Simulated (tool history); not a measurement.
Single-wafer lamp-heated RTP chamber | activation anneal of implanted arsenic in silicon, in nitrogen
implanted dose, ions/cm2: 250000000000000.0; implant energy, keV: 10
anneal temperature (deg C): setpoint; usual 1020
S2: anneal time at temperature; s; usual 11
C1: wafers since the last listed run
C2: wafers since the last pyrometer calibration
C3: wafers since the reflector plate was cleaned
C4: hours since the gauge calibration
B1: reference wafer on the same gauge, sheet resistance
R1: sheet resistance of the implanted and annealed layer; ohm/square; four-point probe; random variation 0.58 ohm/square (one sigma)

run 1 hour=0.0 | anneal_temperature_(deg_C)=1012 S2=11 | C1=0 C2=2609 C3=10440 C4=182.7 | B1=337.24 | R1=385.03
run 2 hour=96.7 | anneal_temperature_(deg_C)=1004 S2=11 | C1=1565 C2=4175 C3=12006 C4=279.4 | B1=336.99 | R1=385.72
run 3 hour=183.1 | anneal_temperature_(deg_C)=1004 S2=11 | C1=1399 C2=5574 C3=13406 C4=365.8 | B1=337.17 | R1=385.45
-- hour=223.3 reflector plate cleaned
run 4 hour=223.7 | anneal_temperature_(deg_C)=1020 S2=11 | C1=527 C2=6102 C3=6 C4=406.4 | B1=336.84 | R1=382.07
run 5 hour=298.8 | anneal_temperature_(deg_C)=1020 S2=11 | C1=1216 C2=7318 C3=1222 C4=481.5 | B1=336.90 | R1=382.70
-- hour=375.0 pyrometer window cleaned and pyrometer calibrated
run 6 hour=381.5 | anneal_temperature_(deg_C)=1035 S2=11 | C1=1209 C2=105 C3=2431 C4=564.2 | B1=336.88 | R1=381.34
run 7 hour=482.1 | anneal_temperature_(deg_C)=1035 S2=11 | C1=1629 C2=1734 C3=4061 C4=664.8 | B1=336.91 | R1=380.20
run 8 hour=548.6 | anneal_temperature_(deg_C)=1038 S2=11 | C1=1076 C2=2811 C3=5138 C4=731.3 | B1=336.80 | R1=378.09
run 9 hour=628.1 | anneal_temperature_(deg_C)=1038 S2=11 | C1=1287 C2=4098 C3=6425 C4=810.8 | B1=337.09 | R1=379.47
run 10 hour=684.0 | anneal_temperature_(deg_C)=1038 S2=11 | C1=905 C2=5004 C3=7330 C4=866.7 | B1=337.03 | R1=377.91
run 11 hour=756.5 | anneal_temperature_(deg_C)=1020 S2=11 | C1=1174 C2=6178 C3=8504 C4=939.2 | B1=337.04 | R1=383.61
run 12 hour=816.6 | anneal_temperature_(deg_C)=1040 S2=11 | C1=973 C2=7151 C3=9478 C4=999.3 | B1=336.96 | R1=377.69
-- hour=840.2 pyrometer window cleaned and pyrometer calibrated
run 13 hour=924.0 | anneal_temperature_(deg_C)=1040 S2=11 | C1=1609 C2=1357 C3=11087 C4=1106.7 | B1=336.90 | R1=379.31
run 14 hour=989.0 | anneal_temperature_(deg_C)=1040 S2=11 | C1=1052 C2=2410 C3=12140 C4=1171.7 | B1=337.00 | R1=380.27
run 15 hour=1078.2 | anneal_temperature_(deg_C)=1000 S2=13 | C1=1444 C2=3854 C3=13585 C4=1260.9 | B1=336.90 | R1=385.73
run 16 hour=1122.9 | anneal_temperature_(deg_C)=1002 S2=16 | C1=723 C2=4578 C3=14308 C4=1305.6 | B1=336.94 | R1=383.55
-- hour=1174.7 reflector plate cleaned
run 17 hour=1175.2 | anneal_temperature_(deg_C)=1009 S2=15 | C1=717 C2=5296 C3=7 C4=1357.9 | B1=337.07 | R1=381.84
run 18 hour=1272.0 | anneal_temperature_(deg_C)=1020 S2=8 | C1=1567 C2=6863 C3=1574 C4=1454.7 | B1=337.05 | R1=385.71
-- hour=1356.8 pyrometer window cleaned and pyrometer calibrated
-- hour=1372.7 gauge calibrated
run 19 hour=1464.8 | anneal_temperature_(deg_C)=1045 S2=17 | C1=2992 C2=1748 C3=4567 C4=92.1 | B1=337.01 | R1=371.76
run 20 hour=1562.2 | anneal_temperature_(deg_C)=1020 S2=11 | C1=1577 C2=3325 C3=6145 C4=189.5 | B1=337.09 | R1=382.70
run 21 hour=1650.9 | anneal_temperature_(deg_C)=1020 S2=11 | C1=1436 C2=4762 C3=7581 C4=278.2 | B1=336.99 | R1=382.78
run 22 hour=1747.0 | anneal_temperature_(deg_C)=1005 S2=15 | C1=1556 C2=6318 C3=9137 C4=374.3 | B1=337.07 | R1=383.06
run 23 hour=1816.4 | anneal_temperature_(deg_C)=1040 S2=11 | C1=1123 C2=7442 C3=10261 C4=443.7 | B1=336.94 | R1=376.37
-- hour=1867.9 pyrometer window cleaned and pyrometer calibrated
run 24 hour=1919.1 | anneal_temperature_(deg_C)=1020 S2=9 | C1=1533 C2=829 C3=11795 C4=546.4 | B1=337.04 | R1=386.47
-- hour=2074.2 reflector plate cleaned
run 25 hour=2241.1 | anneal_temperature_(deg_C)=1007 S2=7 | C1=5085 C2=5914 C3=2702 C4=868.4 | B1=337.05 | R1=387.78
run 26 hour=2304.7 | anneal_temperature_(deg_C)=1020 S2=11 | C1=1029 C2=6944 C3=3731 C4=932.0 | B1=337.19 | R1=383.18
-- hour=2336.6 pyrometer window cleaned and pyrometer calibrated
run 27 hour=2366.2 | anneal_temperature_(deg_C)=1020 S2=15 | C1=866 C2=479 C3=4598 C4=993.5 | B1=336.91 | R1=381.61
run 28 hour=2463.8 | anneal_temperature_(deg_C)=993 S2=11 | C1=1580 C2=2060 C3=6178 C4=1091.1 | B1=336.88 | R1=389.26

Forecast run 29:
run 29 hour=2537.9 | anneal_temperature_(deg_C)=1020 S2=11 | C1=1200 C2=3260 C3=7378 C4=1165.2 | B1=? | R1=?

{"run 29": {"B1": 336.99, "R1": 383.52}}
Without the tool's hidden state the same run would have given R1 384.63 ohm/square.
